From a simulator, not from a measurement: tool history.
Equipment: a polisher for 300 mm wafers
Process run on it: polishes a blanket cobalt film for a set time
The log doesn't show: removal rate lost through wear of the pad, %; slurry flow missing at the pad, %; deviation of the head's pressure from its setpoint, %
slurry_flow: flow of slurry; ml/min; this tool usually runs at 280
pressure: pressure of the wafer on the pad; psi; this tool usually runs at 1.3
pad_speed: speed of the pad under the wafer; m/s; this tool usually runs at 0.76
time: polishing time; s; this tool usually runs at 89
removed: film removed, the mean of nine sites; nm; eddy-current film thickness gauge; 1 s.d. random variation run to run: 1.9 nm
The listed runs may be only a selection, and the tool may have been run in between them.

| run | hour | slurry_flow | pressure | pad_speed | time | wafers since the last listed run | wafers polished on this pad | hours since the slurry nozzle was cleaned | hours since the head pressure was calibrated | incoming thickness of the incoming film, nm | removed |
|---|---|---|---|---|---|---|---|---|---|---|---|
| 1 | 0.0 | 280 | 1.3 | 0.76 | 89 | 0 | 1823 | 299.2 | 1035.4 | 1081.5 | 223.0 |
|  | 31.8 | head pressure recalibrated |
| 2 | 44.8 | 280 | 1.3 | 0.76 | 89 | 262 | 2086 | 344.0 | 13.0 | 1078.5 | 204.7 |
| 3 | 75.0 | 280 | 1.3 | 0.76 | 89 | 185 | 2271 | 374.2 | 43.2 | 1069.2 | 208.9 |
|  | 85.0 | slurry nozzle cleaned |
|  | 125.4 | worn pad replaced by a new one |
| 4 | 125.9 | 280 | 1.3 | 0.76 | 89 | 281 | 3 | 40.9 | 94.1 | 1083.6 | 210.9 |
| 5 | 157.8 | 280 | 1.3 | 0.76 | 89 | 195 | 199 | 72.8 | 126.0 | 1086.6 | 212.9 |
| 6 | 204.0 | 280 | 1.3 | 0.76 | 89 | 283 | 482 | 119.0 | 172.2 | 1096.5 | 215.4 |
| 7 | 246.4 | 280 | 1.3 | 0.76 | 89 | 260 | 742 | 161.4 | 214.6 | 1087.1 | 217.2 |
| 8 | 310.0 | 280 | 1.3 | 0.66 | 89 | 390 | 1133 | 225.0 | 278.2 | 1087.9 | 197.9 |
| 9 | 344.6 | 280 | 1.3 | 0.66 | 89 | 212 | 1345 | 259.6 | 312.8 | 1073.0 | 195.2 |
|  | 432.2 | slurry nozzle cleaned |
| 10 | 446.9 | 280 | 1.3 | 0.76 | 77 | 621 | 1967 | 14.7 | 415.1 | 1082.2 | 193.3 |
| 11 | 510.2 | 280 | 1.3 | 0.76 | 89 | 388 | 2356 | 78.0 | 478.4 | 1095.6 | 221.3 |
|  | 519.1 | worn pad replaced by a new one |
| 12 | 579.6 | 280 | 1.3 | 0.76 | 89 | 401 | 371 | 147.4 | 547.8 | 1087.6 | 222.9 |
| 13 | 621.6 | 280 | 1.3 | 0.76 | 89 | 257 | 628 | 189.4 | 589.8 | 1088.8 | 222.2 |
| 14 | 653.2 | 280 | 1.3 | 0.76 | 89 | 193 | 822 | 221.0 | 621.4 | 1093.5 | 220.8 |
| 15 | 696.0 | 280 | 1.3 | 0.76 | 89 | 262 | 1085 | 263.8 | 664.2 | 1076.7 | 221.5 |
| 16 | 744.2 | 280 | 1.3 | 0.76 | 89 | 295 | 1381 | 312.0 | 712.4 | 1107.5 | 221.9 |
| 17 | 778.0 | 280 | 1.3 | 0.90 | 89 | 207 | 1588 | 345.8 | 746.2 | 1089.4 | 248.7 |
|  | 817.3 | slurry nozzle cleaned |
|  | 841.1 | worn pad replaced by a new one |
| 18 | 842.0 | 235 | 1.3 | 0.58 | 89 | 362 | 5 | 24.7 | 810.2 | 1074.6 | 186.3 |
| 19 | 881.0 | 280 | 1.3 | 0.76 | 89 | 239 | 245 | 63.7 | 849.2 | 1080.3 | 227.3 |
| 20 | 915.2 | 280 | 1.3 | 0.76 | 89 | 209 | 454 | 97.9 | 883.4 | 1090.3 | 224.1 |
| 21 | 947.6 | 190 | 1.1 | 0.76 | 111 | 198 | 653 | 130.3 | 915.8 | 1089.0 | 238.4 |
|  | 1000.2 | head pressure recalibrated |
| 22 | 1011.5 | 280 | 1.3 | 0.76 | 89 | 379 | 1033 | 194.2 | 11.3 | 1086.4 | 204.5 |
| 23 | 1062.3 | 245 | 1.2 | 0.84 | 89 | 311 | 1345 | 245.0 | 62.1 | 1071.0 | 207.6 |
| 24 | 1089.4 | 190 | 1.1 | 0.68 | 89 | 166 | 1511 | 272.1 | 89.2 | 1091.5 | 162.6 |
| 25 | 1121.2 | 200 | 1.3 | 0.50 | 89 | 195 | 1707 | 303.9 | 121.0 | 1104.3 | 154.2 |
|  | 1172.3 | slurry nozzle cleaned |
| 26 | 1172.8 | 280 | 1.3 | 0.76 | 89 | 310 | 2017 | 0.5 | 172.6 | 1087.8 | 215.4 |
| 27 | 1228.6 | 235 | 1.5 | 0.98 | 89 | 342 | 2360 | 56.3 | 228.4 | 1085.3 | 288.3 |
|  | 1248.9 | worn pad replaced by a new one |
| 28 | 1297.9 | 280 | 1.3 | 0.52 | 89 | 400 | 300 | 125.6 | 297.7 | 1111.1 | 170.0 |
| 29 | 1341.1 | 280 | 1.3 | 0.76 | 89 | 265 | 565 | 168.8 | 340.9 | 1090.2 | 221.6 |
| 30 | 1376.4 | 245 | 1.6 | 0.76 | 73 | 216 | 782 | 204.1 | 376.2 | 1086.3 | 211.7 |
| 31 | 1418.6 | 280 | 1.3 | 0.76 | 89 | 259 | 1041 | 246.3 | 418.4 | 1086.0 | 216.6 |
| 32 | 1449.5 | 280 | 1.5 | 0.76 | 89 | 189 | 1231 | 277.2 | 449.3 | 1078.2 | 248.9 |
| 33 | 1476.4 | 280 | 1.3 | 0.76 | 89 | 165 | 1396 | 304.1 | 476.2 | 1096.3 | 215.6 |
| 34 | 1539.9 | 225 | 1.3 | 0.54 | 89 | 389 | 1785 | 367.6 | 539.7 | 1087.8 | 167.8 |
|  | 1574.0 | slurry nozzle cleaned |
| 35 | 1592.4 | 280 | 1.3 | 0.76 | 66 | 316 | 2102 | 18.4 | 592.2 | 1066.1 | 165.5 |
|  | 1641.7 | worn pad replaced by a new one |
| 36 | 1642.2 | 280 | 1.6 | 0.96 | 77 | 281 | 2 | 68.2 | 642.0 | 1065.6 | 276.0 |
| 37 | 1703.9 | 280 | 1.3 | 0.76 | 68 | 378 | 381 | 129.9 | 703.7 | 1101.0 | 173.6 |

Hidden condition of the tool, last listed run before each entry between runs versus first listed run after:
From run 1 to run 2: head pressure recalibrated (hour 31.8)
  slurry flow missing at the pad, %: 32.4 -> 37.1; deviation of the head's pressure from its setpoint, %: 11.6 -> 1.25
  difference, measured minus the result without the unlogged condition, removed: +15.1 -> -3.5 nm
From run 3 to run 4: slurry nozzle cleaned (hour 85.0); worn pad replaced by a new one (hour 125.4)
  slurry flow missing at the pad, %: 40.3 -> 8.35; deviation of the head's pressure from its setpoint, %: 2.23 -> 3.67
  difference, measured minus the result without the unlogged condition, removed: -2.6 -> +5.2 nm
From run 9 to run 10: slurry nozzle cleaned (hour 432.2)
  slurry flow missing at the pad, %: 31.6 -> 3.73; deviation of the head's pressure from its setpoint, %: 7.76 -> 8.89
  difference, measured minus the result without the unlogged condition, removed: +7.8 -> +13.0 nm
From run 11 to run 12: worn pad replaced by a new one (hour 519.1)
  slurry flow missing at the pad, %: 10.5 -> 17.8; deviation of the head's pressure from its setpoint, %: 9.42 -> 9.89
  difference, measured minus the result without the unlogged condition, removed: +14.9 -> +14.7 nm
From run 17 to run 18: slurry nozzle cleaned (hour 817.3); worn pad replaced by a new one (hour 841.1)
  slurry flow missing at the pad, %: 38.9 -> 3.84; deviation of the head's pressure from its setpoint, %: 10.8 -> 11
  difference, measured minus the result without the unlogged condition, removed: +13.9 -> +15.3 nm
From run 21 to run 22: head pressure recalibrated (hour 1000.2)
  slurry flow missing at the pad, %: 15 -> 21.8; deviation of the head's pressure from its setpoint, %: 11.2 -> 0.0195
  difference, measured minus the result without the unlogged condition, removed: +17.9 -> -2.9 nm
From run 25 to run 26: slurry nozzle cleaned (hour 1172.3)
  slurry flow missing at the pad, %: 33.5 -> 1.2; deviation of the head's pressure from its setpoint, %: 3.17 -> 4.31
  difference, measured minus the result without the unlogged condition, removed: -0.4 -> +7.3 nm
From run 27 to run 28: worn pad replaced by a new one (hour 1248.9)
  slurry flow missing at the pad, %: 7.12 -> 14.5; deviation of the head's pressure from its setpoint, %: 5.34 -> 6.39
  difference, measured minus the result without the unlogged condition, removed: +11.0 -> +7.2 nm
From run 34 to run 35: slurry nozzle cleaned (hour 1574.0)
  slurry flow missing at the pad, %: 40.2 -> 7.28; deviation of the head's pressure from its setpoint, %: 8.66 -> 8.96
  difference, measured minus the result without the unlogged condition, removed: +5.8 -> +11.0 nm
From run 35 to run 36: worn pad replaced by a new one (hour 1641.7)
  slurry flow missing at the pad, %: 7.28 -> 12.6; deviation of the head's pressure from its setpoint, %: 8.96 -> 9.2
  difference, measured minus the result without the unlogged condition, removed: +11.0 -> +17.8 nm
